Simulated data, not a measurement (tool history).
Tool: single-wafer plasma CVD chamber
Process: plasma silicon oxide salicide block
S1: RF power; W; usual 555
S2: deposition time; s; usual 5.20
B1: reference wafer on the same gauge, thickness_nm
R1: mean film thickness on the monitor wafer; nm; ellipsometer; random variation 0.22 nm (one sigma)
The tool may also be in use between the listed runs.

run 1 hour=0.0 | S1=555 S2=5.20 | B1=53.296 | R1=52.313
run 2 hour=32.1 | S1=555 S2=5.20 | B1=53.332 | R1=52.391
run 3 hour=68.5 | S1=530 S2=5.20 | B1=53.355 | R1=51.272
run 4 hour=137.9 | S1=530 S2=5.20 | B1=53.233 | R1=51.464
run 5 hour=181.3 | S1=555 S2=5.82 | B1=53.273 | R1=58.228
run 6 hour=376.7 | S1=555 S2=6.03 | B1=53.281 | R1=60.556
run 7 hour=424.2 | S1=620 S2=4.50 | B1=53.251 | R1=46.457
run 8 hour=453.0 | S1=555 S2=5.20 | B1=53.330 | R1=52.043
run 9 hour=484.1 | S1=555 S2=4.78 | B1=53.291 | R1=48.015
run 10 hour=548.9 | S1=555 S2=5.20 | B1=53.281 | R1=52.027
run 11 hour=602.1 | S1=555 S2=5.20 | B1=53.328 | R1=51.738
run 12 hour=654.9 | S1=555 S2=5.20 | B1=53.326 | R1=51.599
run 13 hour=701.4 | S1=585 S2=5.20 | B1=53.288 | R1=52.473
run 14 hour=758.2 | S1=585 S2=5.20 | B1=53.277 | R1=52.617
run 15 hour=785.6 | S1=555 S2=5.20 | B1=53.300 | R1=51.685
run 16 hour=838.7 | S1=555 S2=5.20 | B1=53.322 | R1=51.435
run 17 hour=877.4 | S1=555 S2=5.20 | B1=53.264 | R1=51.454
run 18 hour=932.0 | S1=555 S2=4.95 | B1=53.345 | R1=49.437
-- hour=994.0 gauge calibrated
run 19 hour=1083.3 | S1=555 S2=4.87 | B1=53.269 | R1=48.065
run 20 hour=1123.0 | S1=555 S2=4.87 | B1=53.274 | R1=48.075
run 21 hour=1172.9 | S1=555 S2=5.20 | B1=53.248 | R1=51.472
-- hour=1182.7 RF generator calibrated
run 22 hour=1235.8 | S1=480 S2=5.60 | B1=53.311 | R1=54.562
run 23 hour=1285.1 | S1=555 S2=5.20 | B1=53.299 | R1=52.446
run 24 hour=1320.4 | S1=555 S2=5.20 | B1=53.320 | R1=52.113
run 25 hour=1346.5 | S1=590 S2=4.92 | B1=53.295 | R1=50.474
run 26 hour=1403.8 | S1=645 S2=5.76 | B1=53.285 | R1=60.564
run 27 hour=1429.6 | S1=595 S2=5.49 | B1=53.288 | R1=56.027
run 28 hour=1493.2 | S1=635 S2=5.53 | B1=53.329 | R1=57.895
run 29 hour=1633.9 | S1=610 S2=4.27 | B1=53.319 | R1=44.095
run 30 hour=1691.0 | S1=585 S2=6.16 | B1=53.285 | R1=63.066
run 31 hour=1752.7 | S1=555 S2=5.20 | B1=53.307 | R1=52.246
-- hour=1787.0 showerhead replaced
run 32 hour=1821.6 | S1=600 S2=5.20 | B1=53.223 | R1=53.131
run 33 hour=1878.8 | S1=470 S2=4.37 | B1=53.292 | R1=41.769
run 34 hour=1931.8 | S1=555 S2=5.20 | B1=53.270 | R1=52.165
run 35 hour=1979.9 | S1=555 S2=5.20 | B1=53.246 | R1=52.305
run 36 hour=2044.0 | S1=635 S2=6.18 | B1=53.281 | R1=64.705
run 37 hour=2073.1 | S1=475 S2=5.20 | B1=53.326 | R1=50.191
run 38 hour=2131.7 | S1=455 S2=4.58 | B1=53.325 | R1=43.548
run 39 hour=2175.2 | S1=665 S2=4.46 | B1=53.314 | R1=46.933
run 40 hour=2243.6 | S1=600 S2=5.55 | B1=53.308 | R1=56.731

5 ways to go on from here, each from the tool as it stands after run 40. What would each give?
run A hour=2244.0 | S1=555 S2=5.71 | B1=? | R1=?
run B hour=2244.0 | S1=615 S2=4.37 | B1=? | R1=?
run C hour=2244.0 | S1=555 S2=4.26 | B1=? | R1=?
run D hour=2244.0 | S1=605 S2=5.51 | B1=? | R1=?
run E hour=2244.0 | S1=650 S2=4.65 | B1=? | R1=?

run=A B1=53.283 R1=57.592
run=B B1=53.283 R1=45.354
run=C B1=53.283 R1=42.967
run=D B1=53.283 R1=56.924
run=E B1=53.283 R1=49.013
Without the tool's hidden state the same runs would have given:
run=A R1=57.935
run=B R1=45.624
run=C R1=43.223
run=D R1=57.263
run=E R1=49.305

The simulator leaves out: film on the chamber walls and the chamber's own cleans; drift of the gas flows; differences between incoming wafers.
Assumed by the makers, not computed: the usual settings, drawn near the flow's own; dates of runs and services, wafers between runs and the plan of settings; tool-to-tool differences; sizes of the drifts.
